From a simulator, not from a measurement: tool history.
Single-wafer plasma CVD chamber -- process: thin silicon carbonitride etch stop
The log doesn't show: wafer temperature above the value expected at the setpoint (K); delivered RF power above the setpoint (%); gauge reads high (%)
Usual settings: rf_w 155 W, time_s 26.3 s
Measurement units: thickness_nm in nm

run,day,rf_w,time_s,wafers since the last listed run,hours since the last thermocouple change,hours since the last RF generator calibration,hours since the showerhead was replaced,hours since the gauge calibration,"read-back reference wafer on the same gauge, thickness_nm",thickness_nm
1,0,155,23.3,0,1420.4,747.6,8089.5,187.2,16.995,12.842
2,1.212,155,23.3,554,1449.5,776.7,8118.6,216.3,17,12.836
3,1.867,175,26.3,299,1465.2,792.4,8134.3,232,16.994,15.014
4,3.046,175,26.3,539,1493.5,820.7,8162.6,260.3,17.001,15.067
5,4.454,155,26.3,643,1527.3,854.5,8196.4,294.1,16.992,14.491
6,5.679,155,26.3,560,1556.7,883.9,8225.8,323.5,16.998,14.368
7,6.333,155,26.3,299,1572.4,899.6,8241.5,339.2,16.995,14.315
8,7.029,140,26.3,318,1589.1,916.3,8258.2,355.9,16.995,13.925
9,8.5,140,26.3,672,1624.4,951.6,8293.5,391.2,16.995,13.893
10,9.192,155,28,316,1641,968.2,8310.1,407.8,17.003,15.261
11,10.075,130,26.3,403,1662.2,989.4,8331.3,429,16.998,13.482
# day 13.358: gauge calibrated
12,13.492,130,26.3,1562,1744.2,1071.4,8413.3,3.2,17.009,13.505
13,14.671,155,26.3,539,1772.5,1099.7,8441.6,31.5,16.997,14.361
# day 15.496: RF generator calibrated
14,16.104,125,31.1,502,1806.9,14.6,8476,65.9,17.009,16.091
15,19.158,140,30.6,1396,1880.2,87.9,8549.3,139.2,17.001,16.499
16,20.15,170,26.3,453,1904,111.7,8573.1,163,17.001,15.149
# day 20.75: showerhead replaced, of another model than before
17,21.588,155,26.3,504,1938.5,146.2,20.1,197.5,17.003,14.578
18,23.979,180,23.2,1093,1995.9,203.6,77.5,254.9,17.003,13.892
# day 25.792: thermocouple changed; heater temperature recalibrated
19,25.812,130,26.3,685,0.5,247.6,121.5,298.9,16.995,13.461
20,26.908,155,28.5,501,26.8,273.9,147.8,325.2,16.982,15.849
21,27.617,165,24.3,323,43.8,290.9,164.8,342.2,16.985,13.904
22,28.5,155,26.3,403,65,312.1,186,363.4,16.992,14.592
23,29.492,130,22.3,453,88.8,335.9,209.8,387.2,17.003,11.329
24,30.475,185,30,449,112.4,359.5,233.4,410.8,17.006,18.035
25,31.321,180,27.9,386,132.7,379.8,253.7,431.1,16.996,16.709
26,32.742,185,31.3,649,166.8,413.9,287.8,465.2,16.99,18.663

Below are 5 alternative next runs, each starting from the tool's condition after run 26. Predict each:
A,32.758,155,26.3,7,167.2,414.3,288.2,465.6,?,?
B,32.758,165,26.3,7,167.2,414.3,288.2,465.6,?,?
C,32.758,175,31.5,7,167.2,414.3,288.2,465.6,?,?
D,32.758,170,31.1,7,167.2,414.3,288.2,465.6,?,?
E,32.758,180,22.1,7,167.2,414.3,288.2,465.6,?,?

run,"read-back reference wafer on the same gauge, thickness_nm",thickness_nm
A,17.004,14.594
B,17.004,15.027
C,17.004,18.484
D,17.004,18.013
E,17.004,13.131
With the hidden condition removed and each run's random variation left untouched, the same runs would have given:
run,thickness_nm
A,14.713
B,15.149
C,18.634
D,18.16
E,13.238

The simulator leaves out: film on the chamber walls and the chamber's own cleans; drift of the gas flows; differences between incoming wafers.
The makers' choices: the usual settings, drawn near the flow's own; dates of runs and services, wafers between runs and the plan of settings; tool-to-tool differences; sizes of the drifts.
